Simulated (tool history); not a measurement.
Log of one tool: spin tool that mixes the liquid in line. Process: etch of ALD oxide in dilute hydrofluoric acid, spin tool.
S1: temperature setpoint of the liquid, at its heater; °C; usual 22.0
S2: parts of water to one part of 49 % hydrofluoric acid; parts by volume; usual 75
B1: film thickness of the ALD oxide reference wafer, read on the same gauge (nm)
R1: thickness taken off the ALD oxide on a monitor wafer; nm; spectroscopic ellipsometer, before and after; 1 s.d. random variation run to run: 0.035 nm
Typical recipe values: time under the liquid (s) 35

run 1 hour=0.0 | S1=23.0 S2=75 time_under_the_liquid_(s)=35 | B1=80.00 | R1=8.46
run 2 hour=8.6 | S1=22.0 S2=50 time_under_the_liquid_(s)=35 | B1=80.00 | R1=12.60
run 3 hour=20.6 | S1=22.0 S2=50 time_under_the_liquid_(s)=35 | B1=80.00 | R1=12.54
run 4 hour=29.2 | S1=22.0 S2=50 time_under_the_liquid_(s)=35 | B1=80.01 | R1=12.50
run 5 hour=44.9 | S1=21.0 S2=75 time_under_the_liquid_(s)=35 | B1=80.00 | R1=7.71
run 6 hour=52.8 | S1=21.0 S2=75 time_under_the_liquid_(s)=35 | B1=79.98 | R1=7.81
run 7 hour=63.9 | S1=21.0 S2=75 time_under_the_liquid_(s)=35 | B1=80.00 | R1=7.74
run 8 hour=78.3 | S1=22.0 S2=75 time_under_the_liquid_(s)=45 | B1=80.00 | R1=10.35
run 9 hour=100.6 | S1=22.0 S2=75 time_under_the_liquid_(s)=45 | B1=80.01 | R1=10.39
run 10 hour=108.1 | S1=22.0 S2=75 time_under_the_liquid_(s)=35 | B1=80.02 | R1=8.00
run 11 hour=118.6 | S1=17.0 S2=90 time_under_the_liquid_(s)=35 | B1=80.00 | R1=5.28
-- hour=124.1 hydrofluoric acid flow meter replaced
run 12 hour=133.1 | S1=25.5 S2=75 time_under_the_liquid_(s)=45 | B1=79.99 | R1=13.60
-- hour=135.7 gauge calibrated
run 13 hour=139.5 | S1=25.0 S2=40 time_under_the_liquid_(s)=35 | B1=80.00 | R1=20.35
run 14 hour=169.9 | S1=22.0 S2=75 time_under_the_liquid_(s)=35 | B1=80.02 | R1=9.10
run 15 hour=204.8 | S1=20.5 S2=65 time_under_the_liquid_(s)=35 | B1=80.00 | R1=9.92
-- hour=213.7 thermometer replaced
run 16 hour=218.3 | S1=17.0 S2=100 time_under_the_liquid_(s)=55 | B1=80.01 | R1=9.36
run 17 hour=230.5 | S1=22.0 S2=75 time_under_the_liquid_(s)=35 | B1=79.99 | R1=10.06
run 18 hour=239.0 | S1=20.5 S2=75 time_under_the_liquid_(s)=25 | B1=79.99 | R1=6.78
run 19 hour=252.5 | S1=22.0 S2=75 time_under_the_liquid_(s)=35 | B1=80.01 | R1=10.03
run 20 hour=267.9 | S1=22.0 S2=65 time_under_the_liquid_(s)=25 | B1=80.02 | R1=8.43
run 21 hour=293.5 | S1=22.0 S2=75 time_under_the_liquid_(s)=35 | B1=79.99 | R1=9.96

Alternative continuations, all from the tool just after run 21; predict every row:
run A hour=293.9 | S1=23.5 S2=75 time_under_the_liquid_(s)=35 | B1=? | R1=?
run B hour=293.9 | S1=22.0 S2=45 time_under_the_liquid_(s)=45 | B1=? | R1=?
run C hour=293.9 | S1=22.0 S2=50 time_under_the_liquid_(s)=30 | B1=? | R1=?
run D hour=293.9 | S1=25.5 S2=40 time_under_the_liquid_(s)=15 | B1=? | R1=?
run E hour=293.9 | S1=17.0 S2=40 time_under_the_liquid_(s)=25 | B1=? | R1=?

run=A B1=79.99 R1=10.64
run=B B1=79.99 R1=22.25
run=C B1=79.99 R1=13.27
run=D B1=79.99 R1=9.72
run=E B1=79.99 R1=11.28
What these runs would have given with no unlogged condition in the tool:
run=A R1=10.94
run=B R1=22.90
run=C R1=13.65
run=D R1=9.99
run=E R1=11.62
